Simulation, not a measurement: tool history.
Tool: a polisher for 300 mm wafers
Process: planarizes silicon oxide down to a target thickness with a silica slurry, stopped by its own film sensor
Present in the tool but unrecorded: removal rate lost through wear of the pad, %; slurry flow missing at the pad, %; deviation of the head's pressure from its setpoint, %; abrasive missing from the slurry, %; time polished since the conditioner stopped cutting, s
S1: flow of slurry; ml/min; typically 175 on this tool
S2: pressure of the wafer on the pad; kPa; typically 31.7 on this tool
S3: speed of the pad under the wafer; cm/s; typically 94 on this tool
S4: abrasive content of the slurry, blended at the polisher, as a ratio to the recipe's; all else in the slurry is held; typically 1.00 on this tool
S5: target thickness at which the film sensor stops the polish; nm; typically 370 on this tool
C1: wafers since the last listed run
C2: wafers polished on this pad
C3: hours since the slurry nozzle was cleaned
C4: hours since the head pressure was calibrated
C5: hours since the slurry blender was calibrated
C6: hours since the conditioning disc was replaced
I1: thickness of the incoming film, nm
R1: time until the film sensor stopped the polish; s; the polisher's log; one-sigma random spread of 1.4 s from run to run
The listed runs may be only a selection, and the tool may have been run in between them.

run 1 hour=0.0 | S1=175 S2=31.7 S3=94 S4=1.00 S5=458 | C1=0 C2=4500 C3=65.6 C4=278.6 C5=125.2 C6=75.9 | I1=806.4 | R1=108.7
-- hour=16.5 worn pad replaced by a new one
run 2 hour=72.0 | S1=175 S2=31.7 S3=94 S4=1.00 S5=458 | C1=451 C2=368 C3=137.6 C4=350.6 C5=197.2 C6=147.9 | I1=827.2 | R1=116.3
run 3 hour=162.2 | S1=175 S2=31.7 S3=94 S4=1.00 S5=458 | C1=599 C2=967 C3=227.8 C4=440.8 C5=287.4 C6=238.1 | I1=814.1 | R1=112.3
run 4 hour=229.1 | S1=175 S2=31.7 S3=94 S4=1.00 S5=370 | C1=444 C2=1411 C3=294.7 C4=507.7 C5=354.3 C6=305.0 | I1=799.8 | R1=133.5
run 5 hour=295.0 | S1=175 S2=31.7 S3=94 S4=1.00 S5=370 | C1=437 C2=1849 C3=360.6 C4=573.6 C5=420.2 C6=370.9 | I1=807.3 | R1=139.7
run 6 hour=374.0 | S1=175 S2=31.7 S3=94 S4=0.75 S5=370 | C1=524 C2=2374 C3=439.6 C4=652.6 C5=499.2 C6=449.9 | I1=821.7 | R1=176.4
run 7 hour=456.0 | S1=175 S2=37.9 S3=80 S4=1.00 S5=370 | C1=544 C2=2918 C3=521.6 C4=734.6 C5=581.2 C6=531.9 | I1=811.3 | R1=133.3
run 8 hour=545.3 | S1=175 S2=28.3 S3=94 S4=1.00 S5=370 | C1=593 C2=3511 C3=610.9 C4=823.9 C5=670.5 C6=621.2 | I1=817.7 | R1=157.1
run 9 hour=582.3 | S1=175 S2=31.7 S3=80 S4=1.00 S5=370 | C1=245 C2=3757 C3=647.9 C4=860.9 C5=707.5 C6=658.2 | I1=802.7 | R1=156.4
-- hour=595.4 conditioning disc replaced and pad reconditioned
-- hour=609.6 slurry blender recalibrated
-- hour=619.1 head pressure recalibrated
-- hour=662.5 worn pad replaced by a new one
run 10 hour=681.2 | S1=140 S2=21.4 S3=108 S4=1.00 S5=437 | C1=590 C2=124 C3=746.8 C4=62.1 C5=71.6 C6=85.8 | I1=806.3 | R1=162.4
run 11 hour=720.7 | S1=150 S2=31.7 S3=104 S4=0.85 S5=370 | C1=262 C2=386 C3=786.3 C4=101.6 C5=111.1 C6=125.3 | I1=821.1 | R1=152.2
run 12 hour=797.2 | S1=175 S2=31.7 S3=82 S4=1.15 S5=370 | C1=508 C2=894 C3=862.8 C4=178.1 C5=187.6 C6=201.8 | I1=810.3 | R1=141.5
-- hour=854.0 slurry nozzle cleaned
run 13 hour=885.9 | S1=155 S2=42.7 S3=106 S4=1.10 S5=370 | C1=582 C2=1477 C3=31.9 C4=266.8 C5=276.3 C6=290.5 | I1=813.0 | R1=90.2
run 14 hour=925.1 | S1=175 S2=31.7 S3=94 S4=1.00 S5=370 | C1=260 C2=1737 C3=71.1 C4=306.0 C5=315.5 C6=329.7 | I1=824.5 | R1=144.6
run 15 hour=1008.3 | S1=175 S2=31.7 S3=94 S4=1.00 S5=370 | C1=552 C2=2289 C3=154.3 C4=389.2 C5=398.7 C6=412.9 | I1=818.5 | R1=139.2
run 16 hour=1103.9 | S1=225 S2=27.6 S3=94 S4=1.00 S5=370 | C1=634 C2=2924 C3=249.9 C4=484.8 C5=494.3 C6=508.5 | I1=816.4 | R1=153.9
run 17 hour=1192.3 | S1=175 S2=31.7 S3=94 S4=0.85 S5=370 | C1=587 C2=3511 C3=338.3 C4=573.2 C5=582.7 C6=596.9 | I1=793.9 | R1=148.9
run 18 hour=1233.4 | S1=195 S2=31.7 S3=76 S4=1.00 S5=370 | C1=272 C2=3784 C3=379.4 C4=614.3 C5=623.8 C6=638.0 | I1=803.2 | R1=159.6
run 19 hour=1269.5 | S1=175 S2=31.7 S3=94 S4=1.30 S5=455 | C1=239 C2=4024 C3=415.5 C4=650.4 C5=659.9 C6=674.1 | I1=811.8 | R1=94.6
-- hour=1326.9 conditioning disc replaced and pad reconditioned
run 20 hour=1328.6 | S1=130 S2=25.5 S3=94 S4=0.85 S5=370 | C1=379 C2=4403 C3=474.6 C4=709.5 C5=719.0 C6=1.7 | I1=799.3 | R1=197.5
-- hour=1369.1 worn pad replaced by a new one
-- hour=1374.4 slurry blender recalibrated
run 21 hour=1389.9 | S1=155 S2=31.7 S3=94 S4=1.00 S5=370 | C1=367 C2=125 C3=535.9 C4=770.8 C5=15.5 C6=63.0 | I1=804.4 | R1=139.7
-- hour=1406.5 head pressure recalibrated
run 22 hour=1547.0 | S1=175 S2=38.6 S3=94 S4=1.00 S5=370 | C1=1030 C2=1155 C3=693.0 C4=140.5 C5=172.6 C6=220.1 | I1=805.6 | R1=113.1
-- hour=1569.0 slurry nozzle cleaned
run 23 hour=1604.6 | S1=135 S2=31.7 S3=94 S4=1.00 S5=304 | C1=375 C2=1530 C3=35.6 C4=198.1 C5=230.2 C6=277.7 | I1=806.5 | R1=164.9
run 24 hour=1839.9 | S1=120 S2=41.4 S3=118 S4=1.00 S5=370 | C1=1562 C2=3093 C3=270.9 C4=433.4 C5=465.5 C6=513.0 | I1=822.5 | R1=98.7
run 25 hour=1921.0 | S1=175 S2=41.4 S3=94 S4=1.00 S5=370 | C1=538 C2=3632 C3=352.0 C4=514.5 C5=546.6 C6=594.1 | I1=814.9 | R1=108.1
-- hour=1938.7 conditioning disc replaced and pad reconditioned
-- hour=1957.0 slurry blender recalibrated
run 26 hour=1966.2 | S1=175 S2=42.7 S3=94 S4=1.00 S5=502 | C1=273 C2=3905 C3=397.2 C4=559.7 C5=9.2 C6=27.5 | I1=802.2 | R1=68.4

Predict each of these 3 candidate next runs independently; none follows another, all start after run 26:
run A hour=1966.7 | S1=175 S2=31.7 S3=94 S4=0.80 S5=370 | C1=3 C2=3909 C3=397.7 C4=560.2 C5=9.7 C6=28.0 | I1=807.3 | R1=?
run B hour=1966.7 | S1=175 S2=31.7 S3=66 S4=1.00 S5=370 | C1=3 C2=3909 C3=397.7 C4=560.2 C5=9.7 C6=28.0 | I1=807.3 | R1=?
run C hour=1966.7 | S1=175 S2=31.7 S3=94 S4=1.15 S5=370 | C1=3 C2=3909 C3=397.7 C4=560.2 C5=9.7 C6=28.0 | I1=807.3 | R1=?

run=A R1=163.8
run=B R1=183.7
run=C R1=127.2
Without the tool's hidden state the same runs would have given:
run=A R1=163.8
run=B R1=183.7
run=C R1=127.2
